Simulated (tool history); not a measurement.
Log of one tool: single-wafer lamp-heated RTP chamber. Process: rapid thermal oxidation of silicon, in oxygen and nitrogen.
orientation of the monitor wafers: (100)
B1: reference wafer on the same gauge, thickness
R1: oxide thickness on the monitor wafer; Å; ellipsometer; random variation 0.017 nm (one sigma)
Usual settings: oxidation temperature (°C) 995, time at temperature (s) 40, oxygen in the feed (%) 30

Run 1, hour 0.0: usual settings; B1 3.777. Result: R1 34.15 Å.
Run 2, hour 24.0: usual settings; B1 3.784. Result: R1 33.93 Å.
Run 3, hour 105.2: usual settings but oxidation temperature (°C) 979; B1 3.775. Result: R1 31.76 Å.
Run 4, hour 119.3: usual settings but oxidation temperature (°C) 1018; B1 3.784. Result: R1 39.72 Å.
Run 5, hour 132.4: usual settings; B1 3.778. Result: R1 34.23 Å.
Run 6, hour 150.3: usual settings but oxidation temperature (°C) 988, time at temperature (s) 47; B1 3.780. Result: R1 35.40 Å.
Run 7, hour 167.9: usual settings; B1 3.773. Result: R1 34.73 Å.
At hour 176.8: pyrometer window cleaned and pyrometer calibrated.
Run 8, hour 193.7: usual settings; B1 3.781. Result: R1 33.86 Å.
Run 9, hour 211.0: usual settings; B1 3.784. Result: R1 33.74 Å.
At hour 223.8: oxygen flow controller replaced.
Run 10, hour 226.1: usual settings; B1 3.780. Result: R1 33.70 Å.
Run 11, hour 245.6: usual settings; B1 3.774. Result: R1 33.81 Å.
At hour 253.6: gauge calibrated.
Run 12, hour 275.0: usual settings but oxidation temperature (°C) 983; B1 3.775. Result: R1 32.14 Å.
Run 13, hour 288.4: usual settings but oxidation temperature (°C) 974, time at temperature (s) 29; B1 3.780. Result: R1 27.90 Å.
Run 14, hour 314.7: usual settings; B1 3.777. Result: R1 34.43 Å.
Run 15, hour 341.6: usual settings; B1 3.776. Result: R1 34.45 Å.
Run 16, hour 372.8: usual settings but oxidation temperature (°C) 983, time at temperature (s) 47, oxygen in the feed (%) 17; B1 3.780. Result: R1 30.12 Å.
Run 17, hour 389.8: usual settings but oxidation temperature (°C) 985, time at temperature (s) 55; B1 3.776. Result: R1 36.42 Å.
Run 18, hour 411.2: usual settings but oxidation temperature (°C) 1018; B1 3.779. Result: R1 39.49 Å.
Run 19, hour 483.6: usual settings but oxygen in the feed (%) 41; B1 3.776. Result: R1 37.72 Å.
At hour 500.4: pyrometer window cleaned and pyrometer calibrated.
Run 20, hour 590.3: usual settings but oxidation temperature (°C) 974, time at temperature (s) 56, oxygen in the feed (%) 42; B1 3.776. Result: R1 37.28 Å.
Run 21, hour 610.0: usual settings but oxidation temperature (°C) 980, oxygen in the feed (%) 17; B1 3.776. Result: R1 28.04 Å.
Run 22, hour 632.9: usual settings but oxygen in the feed (%) 17; B1 3.782. Result: R1 29.83 Å.
Run 23, hour 663.0: usual settings; B1 3.774. Result: R1 34.20 Å.
Run 24, hour 690.6: usual settings but oxidation temperature (°C) 1013, time at temperature (s) 27; B1 3.786. Result: R1 33.01 Å.

Forecast each of these 4 alternatives for the next run:
Run A, hour 691.0: usual settings but time at temperature (s) 23; B1 ?. Result: R1 ?.
Run B, hour 691.0: usual settings but oxygen in the feed (%) 58; B1 ?. Result: R1 ?.
Run C, hour 691.0: usual settings but time at temperature (s) 58, oxygen in the feed (%) 18; B1 ?. Result: R1 ?.
Run D, hour 691.0: usual settings but oxidation temperature (°C) 979, time at temperature (s) 31, oxygen in the feed (%) 17; B1 ?. Result: R1 ?.

run     B1     R1
  A  3.784  28.80
  B  3.784  41.77
  C  3.784  34.28
  D  3.784  26.33
Without the tool's hidden state the same runs would have given:
run     R1
  A  28.03
  B  40.12
  C  33.20
  D  25.81

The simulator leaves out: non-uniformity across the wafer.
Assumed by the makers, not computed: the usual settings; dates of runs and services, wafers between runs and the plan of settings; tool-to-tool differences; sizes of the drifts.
